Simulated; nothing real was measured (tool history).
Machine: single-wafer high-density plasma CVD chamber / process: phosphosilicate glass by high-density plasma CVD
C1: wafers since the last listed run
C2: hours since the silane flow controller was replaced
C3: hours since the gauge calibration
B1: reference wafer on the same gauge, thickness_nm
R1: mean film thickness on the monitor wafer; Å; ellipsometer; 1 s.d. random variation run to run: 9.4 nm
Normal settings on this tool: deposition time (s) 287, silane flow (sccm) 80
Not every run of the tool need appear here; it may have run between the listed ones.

Run 1, hour 0.0: usual settings; C1 0; C2 3186.4; C3 777.9; B1 2250.664. Result: R1 25517.13 Å.
Run 2, hour 65.1: usual settings; C1 531; C2 3251.5; C3 843.0; B1 2252.998. Result: R1 25434.93 Å.
Run 3, hour 99.7: usual settings; C1 282; C2 3286.1; C3 877.6; B1 2245.937. Result: R1 25471.07 Å.
Run 4, hour 125.9: usual settings but deposition time (s) 265; C1 213; C2 3312.3; C3 903.8; B1 2245.728. Result: R1 23646.68 Å.
Run 5, hour 228.3: usual settings but deposition time (s) 265; C1 835; C2 3414.7; C3 1006.2; B1 2251.757. Result: R1 23825.75 Å.
Run 6, hour 266.9: usual settings but deposition time (s) 270; C1 314; C2 3453.3; C3 1044.8; B1 2252.561. Result: R1 24048.38 Å.
Run 7, hour 310.8: usual settings but deposition time (s) 270; C1 358; C2 3497.2; C3 1088.7; B1 2247.019. Result: R1 23999.47 Å.
Run 8, hour 373.5: usual settings but deposition time (s) 332; C1 511; C2 3559.9; C3 1151.4; B1 2244.571. Result: R1 29562.34 Å.
Run 9, hour 402.3: usual settings but deposition time (s) 332; C1 234; C2 3588.7; C3 1180.2; B1 2249.675. Result: R1 29674.40 Å.
Run 10, hour 451.8: usual settings but deposition time (s) 264; C1 403; C2 3638.2; C3 1229.7; B1 2249.625. Result: R1 23666.81 Å.
At hour 462.5: silane flow controller replaced.
Run 11, hour 497.5: usual settings; C1 307; C2 35.0; C3 1275.4; B1 2253.814. Result: R1 24180.40 Å.
At hour 524.5: gauge calibrated.
Run 12, hour 552.0: usual settings but deposition time (s) 275, silane flow (sccm) 75; C1 444; C2 89.5; C3 27.5; B1 2248.367. Result: R1 21853.65 Å.
Run 13, hour 610.7: usual settings but deposition time (s) 275, silane flow (sccm) 75; C1 478; C2 148.2; C3 86.2; B1 2249.668. Result: R1 21869.28 Å.
Run 14, hour 660.1: usual settings but deposition time (s) 235, silane flow (sccm) 70; C1 402; C2 197.6; C3 135.6; B1 2251.231. Result: R1 17423.20 Å.
Run 15, hour 729.7: usual settings but deposition time (s) 313, silane flow (sccm) 93; C1 567; C2 267.2; C3 205.2; B1 2252.789. Result: R1 30726.72 Å.
Run 16, hour 817.3: usual settings but deposition time (s) 270; C1 714; C2 354.8; C3 292.8; B1 2248.415. Result: R1 23026.44 Å.
Run 17, hour 888.7: usual settings but deposition time (s) 238, silane flow (sccm) 94; C1 582; C2 426.2; C3 364.2; B1 2244.505. Result: R1 23873.54 Å.
Run 18, hour 942.9: usual settings; C1 442; C2 480.4; C3 418.4; B1 2249.754. Result: R1 24438.85 Å.
Run 19, hour 1007.0: usual settings but deposition time (s) 318, silane flow (sccm) 74; C1 522; C2 544.5; C3 482.5; B1 2249.096. Result: R1 24781.65 Å.
Run 20, hour 1073.9: usual settings but silane flow (sccm) 92; C1 545; C2 611.4; C3 549.4; B1 2249.620. Result: R1 28046.20 Å.

Expected results for the next run?
Run 21, hour 1129.9: usual settings but deposition time (s) 320, silane flow (sccm) 73; C1 456; C2 667.4; C3 605.4; B1 ?. Result: R1 ?.

B1: 2250.968
R1: 24739.66 Å
Were there no unlogged condition in the tool, this run, its random variation unchanged, would have produced R1 24831.52 Å.
